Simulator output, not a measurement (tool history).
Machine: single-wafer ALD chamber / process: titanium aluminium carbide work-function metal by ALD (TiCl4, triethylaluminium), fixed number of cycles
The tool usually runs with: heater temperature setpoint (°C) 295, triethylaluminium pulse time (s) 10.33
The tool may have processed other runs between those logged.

run	hour	heater temperature setpoint (°C)	triethylaluminium pulse time (s)	read-back reference wafer on the same gauge, thickness_nm	mean film thickness on the monitor wafer (Å)
1	0.0	295	10.33	2.155	24.28
2	88.2	295	10.33	2.156	24.10
# hour 157.4: triethylaluminium bottle replaced
3	189.8	295	10.33	2.169	24.24
4	314.3	300	11.50	2.169	25.14
5	375.6	300	11.50	2.172	25.24
6	465.9	300	11.50	2.172	25.07
# hour 507.4: gauge calibrated
# hour 535.7: thermocouple changed; heater temperature recalibrated
7	571.7	295	12.40	2.124	24.26
# hour 670.6: triethylaluminium bottle replaced
8	672.5	295	12.40	2.144	24.27
9	778.5	302	10.33	2.162	25.23
10	848.2	295	10.33	2.162	24.32
11	914.3	285	10.33	2.168	23.35
# hour 971.6: showerhead replaced
12	976.2	295	10.33	2.177	24.27
13	1030.7	288	11.43	2.180	23.53
14	1101.3	281	11.80	2.177	23.07
15	1145.8	285	10.33	2.178	23.37
# hour 1243.4: triethylaluminium bottle replaced
16	1251.2	289	7.59	2.184	23.23

Here are 3 independent what-if runs from the current tool condition. What would each one return?
A	1251.6	295	10.33	?	?
B	1251.6	295	7.58	?	?
C	1251.6	281	8.04	?	?

run	read-back reference wafer on the same gauge, thickness_nm	mean film thickness on the monitor wafer (Å)
A	2.183	24.78
B	2.183	24.14
C	2.183	22.57
With the hidden condition removed and each run's random variation left untouched, the same runs would have given:
run	mean film thickness on the monitor wafer (Å)
A	23.82
B	23.20
C	21.70

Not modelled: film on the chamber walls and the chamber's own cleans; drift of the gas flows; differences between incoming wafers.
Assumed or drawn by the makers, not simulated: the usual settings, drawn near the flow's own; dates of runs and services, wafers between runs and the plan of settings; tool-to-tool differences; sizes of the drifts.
